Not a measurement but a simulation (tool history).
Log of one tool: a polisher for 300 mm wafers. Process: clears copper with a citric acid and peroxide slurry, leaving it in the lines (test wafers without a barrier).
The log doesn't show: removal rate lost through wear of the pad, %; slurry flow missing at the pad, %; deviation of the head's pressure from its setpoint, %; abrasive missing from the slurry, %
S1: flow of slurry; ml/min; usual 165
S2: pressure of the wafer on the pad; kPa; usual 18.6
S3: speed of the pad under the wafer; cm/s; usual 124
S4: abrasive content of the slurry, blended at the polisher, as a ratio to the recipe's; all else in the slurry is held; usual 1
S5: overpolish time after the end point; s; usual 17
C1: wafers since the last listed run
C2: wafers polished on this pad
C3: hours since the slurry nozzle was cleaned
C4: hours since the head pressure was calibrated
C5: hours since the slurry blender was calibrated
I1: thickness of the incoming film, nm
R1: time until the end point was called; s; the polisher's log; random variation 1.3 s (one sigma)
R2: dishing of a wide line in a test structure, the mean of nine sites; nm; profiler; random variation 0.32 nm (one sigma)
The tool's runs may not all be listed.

run	hour	S1	S2	S3	S4	S5	C1	C2	C3	C4	C5	I1	R1	R2
1	0	165	20.7	124	1	17	0	10	316	1075.6	141	266.6	98.1	30.4
2	13.7	165	20.7	124	1	17	154	164	329.7	1089.3	154.7	264.4	95.4	30.7
3	25.1	165	20.7	124	1	17	128	293	341.1	1100.7	166.1	266.7	93.3	30
4	34.1	165	18.6	124	1	10	101	394	350.1	1109.7	175.1	259.8	104.4	16.7
5	49.7	210	18.6	124	1	17	175	570	365.7	1125.3	190.7	268.2	101	27.9
6	60.1	165	18.6	124	1	17	117	687	376.1	1135.7	201.1	261.9	103.8	27.5
# hour 66.7: slurry blender recalibrated
7	67.4	165	18.6	124	1	17	59	746	383.4	1143	0.7	262.3	105.4	27.4
# hour 81.7: slurry nozzle cleaned
8	83.8	165	18.6	124	0.7	20	173	920	2.1	1159.4	17.1	268.1	114.8	29.7
# hour 97.1: head pressure recalibrated
9	99.7	165	15.2	100	0.75	17	156	1076	18	2.6	33	263.3	164.9	18.2
# hour 112.4: worn pad replaced by a new one
10	113.3	165	24.1	146	1.2	26	108	10	31.6	16.2	46.6	264.4	66.6	60.6

Forecast run 11:
11	123.2	165	15.2	106	1.25	17	111	121	41.5	26.1	56.5	261.1	?	?

R1: 139 s
R2: 20.9 nm
Without the tool's hidden state the same run would have given R1 139 s, R2 20.9 nm.
